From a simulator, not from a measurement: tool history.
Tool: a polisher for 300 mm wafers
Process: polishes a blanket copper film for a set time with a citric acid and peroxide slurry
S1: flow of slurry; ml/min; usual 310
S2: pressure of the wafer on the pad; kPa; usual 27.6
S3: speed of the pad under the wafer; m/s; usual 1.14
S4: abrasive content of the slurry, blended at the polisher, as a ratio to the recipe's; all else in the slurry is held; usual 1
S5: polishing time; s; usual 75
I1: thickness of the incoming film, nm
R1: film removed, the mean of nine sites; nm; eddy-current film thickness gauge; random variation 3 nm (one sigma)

| run | hour | S1 | S2 | S3 | S4 | S5 | I1 | R1 |
|---|---|---|---|---|---|---|---|---|
| 1 | 0 | 310 | 27.6 | 1.14 | 1 | 75 | 1057.4 | 226.2 |
| 2 | 12.9 | 310 | 27.6 | 1.14 | 1 | 75 | 1067.7 | 222.6 |
| 3 | 20.4 | 310 | 27.6 | 1.14 | 1 | 75 | 1073.9 | 220.4 |
|  | 25.6 | slurry nozzle cleaned |
| 4 | 32.1 | 310 | 27.6 | 1.14 | 1 | 75 | 1059 | 215.8 |
|  | 40 | worn pad replaced by a new one |
| 5 | 46.8 | 250 | 27.6 | 1.14 | 1.2 | 75 | 1070.2 | 236.4 |
| 6 | 58.1 | 310 | 27.6 | 1.14 | 1 | 75 | 1059.3 | 230.5 |
| 7 | 64.6 | 310 | 27.6 | 1.14 | 1 | 75 | 1055.2 | 226.9 |
|  | 78.3 | head pressure recalibrated |
| 8 | 79.8 | 310 | 27.6 | 1.04 | 1 | 75 | 1064.1 | 203.6 |
|  | 84.6 | slurry blender recalibrated |
| 9 | 91.5 | 265 | 33.8 | 1.14 | 1 | 75 | 1081.8 | 258.5 |
|  | 132.4 | worn pad replaced by a new one |
| 10 | 139.9 | 310 | 27.6 | 1.14 | 1 | 85 | 1064.4 | 278.1 |
| 11 | 151.6 | 310 | 27.6 | 1.14 | 1 | 85 | 1056 | 271.1 |
| 12 | 168.1 | 310 | 27.6 | 1.14 | 1 | 75 | 1075.5 | 232.5 |
| 13 | 182.4 | 245 | 22.1 | 1.36 | 1 | 57 | 1087.1 | 177.5 |
| 14 | 192.9 | 310 | 27.6 | 1.14 | 1 | 75 | 1080 | 223.6 |
| 15 | 208.7 | 210 | 36.5 | 1.14 | 1 | 75 | 1068.2 | 256.1 |
| 16 | 223.9 | 310 | 27.6 | 1.14 | 1 | 85 | 1066.9 | 249.2 |
|  | 228.8 | worn pad replaced by a new one |
|  | 238.1 | slurry nozzle cleaned |
| 17 | 240.4 | 310 | 27.6 | 1.14 | 1 | 87 | 1076.5 | 269.3 |
| 18 | 246.6 | 310 | 27.6 | 0.88 | 1 | 100 | 1070 | 245.4 |
|  | 253.9 | slurry blender recalibrated |
| 19 | 261.1 | 310 | 34.5 | 1.14 | 1.2 | 75 | 1070.2 | 280.3 |
| 20 | 274.2 | 310 | 27.6 | 1.14 | 1 | 75 | 1088.3 | 231.7 |
| 21 | 287.4 | 310 | 31.7 | 1.46 | 0.85 | 75 | 1060.8 | 304.9 |
| 22 | 297.2 | 210 | 20.7 | 1.14 | 1.15 | 52 | 1073.1 | 133.4 |
| 23 | 309.2 | 270 | 27.6 | 1.14 | 1 | 75 | 1071.9 | 218.2 |
| 24 | 318 | 310 | 27.6 | 1.14 | 1 | 75 | 1078.6 | 223.8 |
| 25 | 330.1 | 310 | 27.6 | 1.14 | 1 | 75 | 1067.6 | 220 |
|  | 336.7 | worn pad replaced by a new one |
| 26 | 337.7 | 390 | 27.6 | 1.14 | 1 | 75 | 1076.3 | 242.9 |
| 27 | 349.1 | 205 | 36.5 | 1.14 | 1 | 64 | 1070.6 | 232 |
| 28 | 366 | 370 | 27.6 | 1.14 | 1 | 75 | 1070.4 | 236.2 |
| 29 | 376.9 | 310 | 27.6 | 1.14 | 1 | 75 | 1071.2 | 231.1 |
| 30 | 391.4 | 310 | 27.6 | 1.14 | 1 | 75 | 1054.9 | 230.4 |

Forecast each of these 4 alternatives for the next run:
| A | 391.8 | 310 | 27.6 | 1.14 | 1 | 75 | 1048.6 | ? |
| B | 391.8 | 310 | 24.8 | 0.8 | 1 | 57 | 1048.6 | ? |
| C | 391.8 | 310 | 27.6 | 1.14 | 1.3 | 96 | 1048.6 | ? |
| D | 391.8 | 240 | 27.6 | 1.14 | 0.75 | 75 | 1048.6 | ? |

| run | R1 |
|---|---|
| A | 223.3 |
| B | 113.9 |
| C | 295.6 |
| D | 210.1 |
Without the tool's hidden state the same runs would have given:
| run | R1 |
|---|---|
| A | 241.4 |
| B | 123.2 |
| C | 319.8 |
| D | 227.1 |
